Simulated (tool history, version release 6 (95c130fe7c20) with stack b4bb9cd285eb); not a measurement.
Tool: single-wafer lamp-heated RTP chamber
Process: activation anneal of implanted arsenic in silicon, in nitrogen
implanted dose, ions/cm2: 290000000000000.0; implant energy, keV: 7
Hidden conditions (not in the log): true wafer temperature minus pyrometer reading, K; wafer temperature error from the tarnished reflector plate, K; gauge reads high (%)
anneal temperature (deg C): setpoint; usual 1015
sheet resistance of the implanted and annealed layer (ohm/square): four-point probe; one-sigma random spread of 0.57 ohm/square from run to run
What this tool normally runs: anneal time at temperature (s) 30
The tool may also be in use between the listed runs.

run   hour  anneal temperature (deg C)  anneal time at temperature (s)  wafers since the last listed run  wafers since the last pyrometer calibration  wafers since the reflector plate was cleaned  hours since the gauge calibration  read-back reference wafer on the same gauge, sheet resistance  sheet resistance of the implanted and annealed layer (ohm/square)
  1    0.0                         995                              36                                 0                                         2082                                          8724                              186.8                                                         283.91                                                             336.36
  2   12.9                        1015                              30                               229                                         2312                                          8954                              199.7                                                         283.83                                                             331.55
  3   34.1                        1015                              44                               377                                         2689                                          9332                              220.9                                                         284.07                                                             322.92
  4   54.5                        1015                              44                               363                                         3053                                          9696                              241.3                                                         284.09                                                             323.95
  5   67.9                        1015                              19                               238                                         3292                                          9935                              254.7                                                         283.96                                                             339.04
  6   87.8                        1015                              19                               354                                         3647                                         10289                              274.6                                                         283.84                                                             337.46
  7  106.9                        1015                              30                               340                                         3987                                         10630                              293.7                                                         284.02                                                             330.29
     119.7  -- pyrometer window cleaned and pyrometer calibrated
  8  120.2                        1015                              30                                94                                            9                                         10724                              307.0                                                         284.09                                                             334.35
  9  140.0                        1015                              30                               353                                          362                                         11078                              326.8                                                         284.10                                                             332.99
 10  157.5                        1015                              30                               312                                          674                                         11390                              344.3                                                         284.15                                                             333.44
 11  178.4                        1015                              30                               372                                         1047                                         11762                              365.2                                                         284.10                                                             331.85
     210.4  -- reflector plate cleaned
 12  210.9                        1015                              30                               436                                         1483                                             9                              397.7                                                         283.91                                                             335.30
     265.7  -- gauge calibrated
 13  309.3                        1015                              44                              1754                                         3238                                          1763                               43.6                                                         283.82                                                             326.64
 14  331.6                        1002                              22                               397                                         3635                                          2161                               65.9                                                         284.23                                                             343.25
 15  359.1                        1015                              21                               490                                         4126                                          2651                               93.4                                                         283.95                                                             338.76
     372.5  -- pyrometer window cleaned and pyrometer calibrated
 16  394.8                        1015                              30                               493                                          397                                          3145                              129.1                                                         284.04                                                             335.91
 17  421.9                        1042                              14                               483                                          880                                          3628                              156.2                                                         284.04                                                             337.96
 18  454.0                        1002                              15                               572                                         1453                                          4201                              188.3                                                         284.01                                                             350.16
 19  487.8                        1028                              43                               602                                         2055                                          4803                              222.1                                                         284.04                                                             320.73
 20  512.3                         987                              45                               436                                         2492                                          5240                              246.6                                                         283.74                                                             337.78
 21  529.4                        1024                              36                               304                                         2797                                          5545                              263.7                                                         283.83                                                             325.76
 22  552.0                        1015                              30                               402                                         3200                                          5948                              286.3                                                         283.94                                                             331.98
 23  582.5                        1044                              20                               543                                         3744                                          6492                              316.8                                                         283.87                                                             327.15

Consider 5 possible next runs. They are alternatives, not a sequence: every one starts from the tool as it was left by run 23. What does each give?
  A  582.9                        1015                              30                                 7                                         3751                                          6499                              317.2                                                              ?                                                                  ?
  B  582.9                         987                              21                                 7                                         3751                                          6499                              317.2                                                              ?                                                                  ?
  C  582.9                        1028                              44                                 7                                         3751                                          6499                              317.2                                                              ?                                                                  ?
  D  582.9                        1005                              39                                 7                                         3751                                          6499                              317.2                                                              ?                                                                  ?
  E  582.9                        1044                              12                                 7                                         3751                                          6499                              317.2                                                              ?                                                                  ?

run  read-back reference wafer on the same gauge, sheet resistance  sheet resistance of the implanted and annealed layer (ohm/square)
  A                                                         284.13                                                             332.29
  B                                                         284.13                                                             349.05
  C                                                         284.13                                                             319.39
  D                                                         284.13                                                             331.74
  E                                                         284.13                                                             336.85
The same runs, with their run-to-run variation unchanged, on a tool lacking any hidden condition would have given:
run  sheet resistance of the implanted and annealed layer (ohm/square)
  A                                                             339.47
  B                                                             354.74
  C                                                             327.13
  D                                                             339.11
  E                                                             343.46
